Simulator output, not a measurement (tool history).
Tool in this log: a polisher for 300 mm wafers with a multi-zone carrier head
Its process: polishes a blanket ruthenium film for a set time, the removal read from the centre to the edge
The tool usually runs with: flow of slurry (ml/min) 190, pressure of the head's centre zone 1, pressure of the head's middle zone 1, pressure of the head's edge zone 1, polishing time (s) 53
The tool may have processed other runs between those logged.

run,hour,flow of slurry (ml/min),pressure of the head's centre zone,pressure of the head's middle zone,pressure of the head's edge zone,polishing time (s),wafers since the last listed run,wafers polished on this pad,hours since the slurry nozzle was cleaned,hours since the centre zone pressure was calibrated,hours since the edge zone pressure was calibrated,hours since the carrier head's membrane was replaced,"incoming thickness of the incoming film, nm",film removed at the wafer's centre (Å),film removed at mid-radius (Å),film removed at the wafer's edge (Å)
1,0,190,1,1,1,53,0,4897,134.7,491.3,624.6,393.7,250.3,821,825,859
2,37,190,1,1,1,53,459,5356,171.7,528.3,661.6,430.7,252.1,794,824,841
# hour 85.2: worn pad replaced by a new one
3,125.2,155,1,1.09,1,53,1045,496,259.9,616.5,749.8,518.9,250.9,825,894,889
# hour 139.2: centre zone pressure recalibrated
4,162.4,190,1,1,1,53,437,933,297.1,23.2,787,556.1,249.9,868,862,890
5,253.9,140,1,1,1.09,38,1135,2069,388.6,114.7,878.5,647.6,248.5,571,572,643
# hour 268.7: carrier head's membrane replaced by a new one
# hour 286.9: edge zone pressure recalibrated
6,345.5,190,0.92,0.88,0.89,53,1050,3119,480.2,206.3,58.6,76.8,251.1,788,746,829
# hour 355.5: slurry nozzle cleaned
7,386.8,190,1.05,1,1.06,53,500,3620,31.3,247.6,99.9,118.1,249,839,831,880
8,483.3,210,0.93,1,1,53,1198,4818,127.8,344.1,196.4,214.6,245.7,790,825,857
9,546.9,155,0.93,1.11,1.1,53,789,5607,191.4,407.7,260,278.2,252.3,720,842,830
# hour 560.9: worn pad replaced by a new one
10,641.5,215,1,1,1.07,53,1124,1000,286,502.3,354.6,372.8,245.7,891,895,971
11,683.5,145,0.94,0.89,0.97,53,521,1521,328,544.3,396.6,414.8,249.4,778,767,873
12,780.4,190,1,1,1,53,1202,2724,424.9,641.2,493.5,511.7,249.8,842,857,897
13,817.1,190,0.96,1,0.93,71,455,3180,461.6,677.9,530.2,548.4,249.6,1075,1142,1165
14,900.1,190,1,1,1,35,1030,4210,544.6,760.9,613.2,631.4,246.8,528,555,576
# hour 909.4: centre zone pressure recalibrated
# hour 937.5: slurry nozzle cleaned
15,994.1,190,1,1,1,53,1129,5340,56.6,84.7,707.2,725.4,248,864,831,865
# hour 1007.2: edge zone pressure recalibrated
# hour 1028.8: carrier head's membrane replaced by a new one
16,1039.1,190,1,1,1,34,471,5812,101.6,129.7,31.9,10.3,251.5,536,525,534
17,1092.3,215,1,1.1,1,53,660,6472,154.8,182.9,85.1,63.5,245.4,839,884,853
# hour 1135.7: worn pad replaced by a new one
18,1141.7,190,1,1,1,53,563,74,204.2,232.3,134.5,112.9,247.8,918,896,921
19,1185.9,215,1,1,0.95,46,548,623,248.4,276.5,178.7,157.1,247.3,790,785,774
20,1240.3,190,1,1,0.89,53,675,1298,302.8,330.9,233.1,211.5,249.7,886,884,873
21,1285.7,190,1,1,1,53,563,1862,348.2,376.3,278.5,256.9,250.4,888,875,915
22,1332.2,190,1,1,1,53,577,2439,394.7,422.8,325,303.4,251.7,867,858,906

Across each entry between runs, compare the hidden state at the last listed run before it with the hidden state at the first listed run after it:
Runs 2 to 3: worn pad replaced by a new one (hour 85.2)
  removal rate lost through wear of the pad, %: 9.75 -> 3.6; deviation of the centre zone's pressure from its setpoint, %: -4.68 -> -5.74
  measured less the result without the state, film removed at the wafer's centre (Å): -115 -> -65; film removed at mid-radius (Å): -89 -> -33; film removed at the wafer's edge (Å): -90 -> -33
Runs 3 to 4: centre zone pressure recalibrated (hour 139.2)
  removal rate lost through wear of the pad, %: 3.6 -> 4.27; deviation of the centre zone's pressure from its setpoint, %: -5.74 -> -2.21
  measured less the result without the state, film removed at the wafer's centre (Å): -65 -> -53; film removed at mid-radius (Å): -33 -> -39; film removed at the wafer's edge (Å): -33 -> -40
Runs 5 to 6: carrier head's membrane replaced by a new one (hour 268.7); edge zone pressure recalibrated (hour 286.9)
  removal rate lost through wear of the pad, %: 5.92 -> 7.58; deviation of the centre zone's pressure from its setpoint, %: -3.31 -> -4.41
  measured less the result without the state, film removed at the wafer's centre (Å): -50 -> -91; film removed at mid-radius (Å): -36 -> -61; film removed at the wafer's edge (Å): -41 -> -68
Runs 6 to 7: slurry nozzle cleaned (hour 355.5)
  removal rate lost through wear of the pad, %: 7.58 -> 8.32; deviation of the centre zone's pressure from its setpoint, %: -4.41 -> -4.91
  measured less the result without the state, film removed at the wafer's centre (Å): -91 -> -107; film removed at mid-radius (Å): -61 -> -75; film removed at the wafer's edge (Å): -68 -> -80
Runs 9 to 10: worn pad replaced by a new one (hour 560.9)
  removal rate lost through wear of the pad, %: 11.2 -> 1.73; deviation of the centre zone's pressure from its setpoint, %: -6.83 -> -7.97
  measured less the result without the state, film removed at the wafer's centre (Å): -131 -> -67; film removed at mid-radius (Å): -106 -> -15; film removed at the wafer's edge (Å): -105 -> -17
Runs 14 to 15: centre zone pressure recalibrated (hour 909.4); slurry nozzle cleaned (hour 937.5)
  removal rate lost through wear of the pad, %: 6.39 -> 8.09; deviation of the centre zone's pressure from its setpoint, %: -11.1 -> 0.708
  measured less the result without the state, film removed at the wafer's centre (Å): -83 -> -71; film removed at mid-radius (Å): -38 -> -73; film removed at the wafer's edge (Å): -40 -> -76
Runs 15 to 16: edge zone pressure recalibrated (hour 1007.2); carrier head's membrane replaced by a new one (hour 1028.8)
  removal rate lost through wear of the pad, %: 8.09 -> 8.9; deviation of the centre zone's pressure from its setpoint, %: 0.708 -> 0.167
  measured less the result without the state, film removed at the wafer's centre (Å): -71 -> -52; film removed at mid-radius (Å): -73 -> -51; film removed at the wafer's edge (Å): -76 -> -53
Runs 17 to 18: worn pad replaced by a new one (hour 1135.7)
  removal rate lost through wear of the pad, %: 9.86 -> 0.436; deviation of the centre zone's pressure from its setpoint, %: -0.473 -> -1.07
  measured less the result without the state, film removed at the wafer's centre (Å): -95 -> -10; film removed at mid-radius (Å): -97 -> -4; film removed at the wafer's edge (Å): -93 -> -4

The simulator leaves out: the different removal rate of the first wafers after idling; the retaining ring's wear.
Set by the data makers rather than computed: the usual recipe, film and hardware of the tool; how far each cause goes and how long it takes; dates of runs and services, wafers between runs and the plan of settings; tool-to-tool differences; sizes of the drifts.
